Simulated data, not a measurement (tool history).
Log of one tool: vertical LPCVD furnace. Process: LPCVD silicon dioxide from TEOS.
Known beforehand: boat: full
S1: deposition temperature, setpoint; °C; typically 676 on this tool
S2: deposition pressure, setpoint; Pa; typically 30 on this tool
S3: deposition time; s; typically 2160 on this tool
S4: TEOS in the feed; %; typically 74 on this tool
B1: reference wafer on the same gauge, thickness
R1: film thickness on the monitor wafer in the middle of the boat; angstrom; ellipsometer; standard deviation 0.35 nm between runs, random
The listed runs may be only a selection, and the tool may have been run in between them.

{"run": 1, "hour": 0.0, "S1": 676, "S2": 30, "S3": 2160, "S4": 74, "B1": 132.01, "R1": 1467.2}
{"run": 2, "hour": 19.7, "S1": 676, "S2": 30, "S3": 2160, "S4": 74, "B1": 131.98, "R1": 1470.9}
{"run": 3, "hour": 55.0, "S1": 676, "S2": 28, "S3": 2160, "S4": 71, "B1": 132.03, "R1": 1394.1}
{"run": 4, "hour": 78.7, "S1": 676, "S2": 28, "S3": 2160, "S4": 71, "B1": 132.04, "R1": 1396.2}
{"run": 5, "hour": 91.0, "S1": 676, "S2": 28, "S3": 2160, "S4": 71, "B1": 132.11, "R1": 1394.1}
{"run": 6, "hour": 124.7, "S1": 676, "S2": 30, "S3": 2160, "S4": 74, "B1": 131.98, "R1": 1481.1}
{"run": 7, "hour": 159.9, "S1": 676, "S2": 30, "S3": 2160, "S4": 74, "B1": 131.99, "R1": 1485.8}
{"run": 8, "hour": 180.7, "S1": 676, "S2": 30, "S3": 2160, "S4": 74, "B1": 132, "R1": 1488.1}
{"run": 9, "hour": 213.5, "S1": 676, "S2": 26.7, "S3": 2760, "S4": 74, "B1": 132.02, "R1": 1789.2}
{"run": 10, "hour": 244.4, "S1": 676, "S2": 26.7, "S3": 2760, "S4": 74, "B1": 132.08, "R1": 1789.5}
{"hour": 256.7, "done": "gauge calibrated"}
{"run": 11, "hour": 265.7, "S1": 673, "S2": 30, "S3": 2160, "S4": 74, "B1": 132.11, "R1": 1386.1}
{"run": 12, "hour": 295.8, "S1": 672, "S2": 34.7, "S3": 2160, "S4": 87, "B1": 131.91, "R1": 1582.4}
{"run": 13, "hour": 338.2, "S1": 679, "S2": 30, "S3": 2610, "S4": 64, "B1": 132.06, "R1": 1807.9}
{"hour": 400.5, "done": "pressure gauge zeroed"}
{"hour": 441.4, "done": "thermocouples replaced and temperature profile calibrated"}
{"run": 14, "hour": 441.9, "S1": 676, "S2": 30, "S3": 2160, "S4": 74, "B1": 131.95, "R1": 1349.2}
{"hour": 472.2, "done": "TEOS flow controller replaced"}
{"run": 15, "hour": 472.7, "S1": 679, "S2": 30, "S3": 1320, "S4": 74, "B1": 132.04, "R1": 891.5}
{"run": 16, "hour": 485.3, "S1": 664, "S2": 28, "S3": 2160, "S4": 74, "B1": 132.07, "R1": 971.9}
{"run": 17, "hour": 510.2, "S1": 664, "S2": 28, "S3": 2160, "S4": 74, "B1": 131.95, "R1": 973.6}
{"run": 18, "hour": 534.9, "S1": 682, "S2": 26, "S3": 3000, "S4": 74, "B1": 131.98, "R1": 2023.1}
{"run": 19, "hour": 561.4, "S1": 676, "S2": 30, "S3": 2160, "S4": 74, "B1": 131.97, "R1": 1352.7}
{"run": 20, "hour": 576.5, "S1": 676, "S2": 26.7, "S3": 1380, "S4": 61, "B1": 132.02, "R1": 745.1}
{"run": 21, "hour": 630.2, "S1": 676, "S2": 30, "S3": 2160, "S4": 61, "B1": 132.02, "R1": 1228.2}

For some of the steps in R1 from one run to the next: how much would appear even if the tool had no hidden state, given the settings, what came in and random variation, and how much remains for the hidden state plus any gauge scatter that the measured result and the result without hidden state don't share?
Hidden state present: true tube temperature minus thermocouple reading, K; true pressure minus gauge reading, mTorr; deviation of the TEOS flow from its setpoint, %; gauge reads high (%).
Run 10 -> 11: S1 676 -> 673, S2 26.7 -> 30, S3 2760 -> 2160, gauge calibrated. R1 -403.4 angstrom: hidden state -35.2, all else -368.2.
Run 13 -> 14: S1 679 -> 676, S3 2610 -> 2160, S4 64 -> 74, pressure gauge zeroed, thermocouples replaced and temperature profile calibrated. R1 -458.7 angstrom: hidden state -174.7, all else -284.
Run 17 -> 18: S1 664 -> 682, S2 28 -> 26, S3 2160 -> 3000. R1 +1049.5 angstrom: hidden state +2.9, all else +1046.6.
Run 18 -> 19: S1 682 -> 676, S2 26 -> 30, S3 3000 -> 2160. R1 -670.4 angstrom: hidden state -1.8, all else -668.6.
